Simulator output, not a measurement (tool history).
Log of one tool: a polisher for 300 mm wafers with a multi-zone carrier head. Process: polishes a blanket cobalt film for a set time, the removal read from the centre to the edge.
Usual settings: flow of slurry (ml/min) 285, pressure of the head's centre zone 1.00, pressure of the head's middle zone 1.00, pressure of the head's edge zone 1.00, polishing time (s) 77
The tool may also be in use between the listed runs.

run	hour	flow of slurry (ml/min)	pressure of the head's centre zone	pressure of the head's middle zone	pressure of the head's edge zone	polishing time (s)	incoming thickness of the incoming film, nm	film removed at the wafer's centre (angstrom)	film removed at mid-radius (angstrom)	film removed at the wafer's edge (angstrom)
1	0.0	240	1.00	1.00	1.00	77	1570.1	4130	4175	4157
# hour 22.0: worn pad replaced by a new one
2	49.2	285	1.00	0.97	1.00	77	1610.0	4788	4474	4712
3	130.0	285	1.00	0.97	1.00	77	1583.1	4704	4565	4626
# hour 176.2: slurry nozzle cleaned
4	180.7	325	1.00	1.00	1.00	77	1612.8	4624	4617	4612
# hour 271.8: edge zone pressure recalibrated
5	277.8	325	1.00	1.00	1.00	77	1587.1	4592	4523	4495
6	375.4	325	1.00	1.00	1.00	77	1582.6	4550	4321	4313
# hour 397.4: worn pad replaced by a new one
# hour 604.4: slurry nozzle cleaned
# hour 677.1: edge zone pressure recalibrated
7	688.2	285	1.00	1.00	0.96	77	1593.9	4471	4505	4335
8	727.7	285	1.00	1.00	0.96	77	1585.2	4467	4409	4296
9	770.6	285	1.07	0.92	1.11	99	1563.9	6133	5008	5764
# hour 795.6: centre zone pressure recalibrated
10	817.3	285	0.96	1.09	0.92	77	1613.2	4089	4480	4037
11	854.5	285	1.00	0.94	1.00	90	1579.9	4982	4547	4815
# hour 861.8: worn pad replaced by a new one
# hour 879.3: carrier head's membrane replaced by a new one
12	893.3	285	1.00	1.00	1.00	77	1582.4	4666	4671	4653
13	971.5	240	1.00	1.00	1.00	77	1592.5	4700	4553	4603
# hour 1043.9: slurry nozzle cleaned
14	1065.7	285	1.00	1.00	1.00	77	1583.2	4619	4625	4549
# hour 1100.9: edge zone pressure recalibrated
15	1138.9	285	1.11	0.91	1.12	89	1581.3	5642	4725	5461
16	1184.2	285	1.07	1.06	0.96	63	1603.3	3870	3765	3515
17	1239.2	200	0.94	1.00	1.00	94	1601.0	4810	5006	5194
18	1299.7	220	1.00	0.97	1.00	77	1571.8	4147	3926	4048
# hour 1363.7: worn pad replaced by a new one
19	1511.1	325	1.00	1.00	1.00	77	1590.5	4674	4728	4686
# hour 1529.6: slurry nozzle cleaned
20	1547.5	285	1.00	1.00	1.10	77	1624.7	4585	4574	4831
# hour 1572.6: edge zone pressure recalibrated
21	1625.9	325	1.00	1.00	1.00	93	1589.2	5698	5533	5429

Forecast each of these 5 alternatives for the next run:
A	1626.4	285	1.00	1.00	1.00	77	1621.8	?	?	?
B	1626.4	285	1.08	1.05	1.06	89	1621.8	?	?	?
C	1626.4	325	1.06	1.00	1.08	77	1621.8	?	?	?
D	1626.4	285	1.09	1.08	0.90	77	1621.8	?	?	?
E	1626.4	285	1.00	0.93	1.00	77	1621.8	?	?	?

run	film removed at the wafer's centre (angstrom)	film removed at mid-radius (angstrom)	film removed at the wafer's edge (angstrom)
A	4632	4447	4524
B	5788	5354	5376
C	4955	4480	4726
D	5055	4746	4300
E	4630	4184	4528
Without the tool's hidden state the same runs would have given:
run	film removed at the wafer's centre (angstrom)	film removed at mid-radius (angstrom)	film removed at the wafer's edge (angstrom)
A	4852	4658	4738
B	6062	5608	5631
C	5191	4693	4951
D	5295	4971	4504
E	4850	4383	4743

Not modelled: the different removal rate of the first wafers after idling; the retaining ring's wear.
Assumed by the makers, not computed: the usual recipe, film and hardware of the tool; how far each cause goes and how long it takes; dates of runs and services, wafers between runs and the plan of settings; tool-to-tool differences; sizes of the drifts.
